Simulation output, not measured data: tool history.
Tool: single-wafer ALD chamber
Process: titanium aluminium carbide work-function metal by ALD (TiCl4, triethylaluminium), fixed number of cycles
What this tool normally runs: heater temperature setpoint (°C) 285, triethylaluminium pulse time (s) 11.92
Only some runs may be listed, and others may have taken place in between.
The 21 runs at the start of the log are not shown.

run    hour  heater temperature setpoint (°C)  triethylaluminium pulse time (s)  wafers since the last listed run  hours since the last thermocouple change  hours since the last triethylaluminium bottle change  hours since the showerhead was replaced  hours since the gauge calibration  read-back reference wafer on the same gauge, thickness_nm  mean film thickness on the monitor wafer (nm)
 22  1105.6                               285                             11.92                               463                                     164.9                                                1559.6                                    655.2                              645.9                                                      1.748                                          1.582
 23  1139.5                               298                             15.56                               456                                     198.8                                                1593.5                                    689.1                              679.8                                                       1.75                                          1.794
     1157.7  -- triethylaluminium bottle replaced
 24  1183.7                               272                             14.64                               487                                       243                                                    26                                    733.3                                724                                                      1.749                                          1.632
 25    1230                               273                             14.88                               623                                     289.3                                                  72.3                                    779.6                              770.3                                                      1.753                                          1.643
 26  1298.4                               285                             11.92                               921                                     357.7                                                 140.7                                      848                              838.7                                                       1.75                                          1.694
 27  1365.6                               289                              8.49                               905                                     424.9                                                 207.9                                    915.2                              905.9                                                      1.751                                          1.608
 28    1436                               285                             14.73                               948                                     495.3                                                 278.3                                    985.6                              976.3                                                      1.749                                          1.734
 29  1495.1                               272                             15.12                               796                                     554.4                                                 337.4                                   1044.7                             1035.4                                                       1.75                                          1.638
 30  1526.8                               285                             11.92                               427                                     586.1                                                 369.1                                   1076.4                             1067.1                                                      1.749                                          1.686
 31  1596.3                               285                               7.3                               936                                     655.6                                                 438.6                                   1145.9                             1136.6                                                       1.75                                          1.466
 32    1632                               285                             11.92                               480                                     691.3                                                 474.3                                   1181.6                             1172.3                                                      1.752                                          1.679
 33  1693.9                               296                               9.2                               833                                     753.2                                                 536.2                                   1243.5                             1234.2                                                      1.752                                          1.663

Alternative continuations, all from the tool just after run 33; predict every row:
  A  1694.3                               271                             11.92                                 5                                     753.6                                                 536.6                                   1243.9                             1234.6                                                          ?                                              ?
  B  1694.3                               271                              8.28                                 5                                     753.6                                                 536.6                                   1243.9                             1234.6                                                          ?                                              ?
  C  1694.3                               299                             13.84                                 5                                     753.6                                                 536.6                                   1243.9                             1234.6                                                          ?                                              ?
  D  1694.3                               271                             14.12                                 5                                     753.6                                                 536.6                                   1243.9                             1234.6                                                          ?                                              ?

run  read-back reference wafer on the same gauge, thickness_nm  mean film thickness on the monitor wafer (nm)
  A                                                      1.751                                          1.566
  B                                                      1.751                                          1.431
  C                                                      1.751                                          1.786
  D                                                      1.751                                          1.598
Stripped of hidden state, with their random variation kept, the same runs would have yielded:
run  mean film thickness on the monitor wafer (nm)
  A                                          1.607
  B                                          1.523
  C                                          1.814
  D                                          1.622
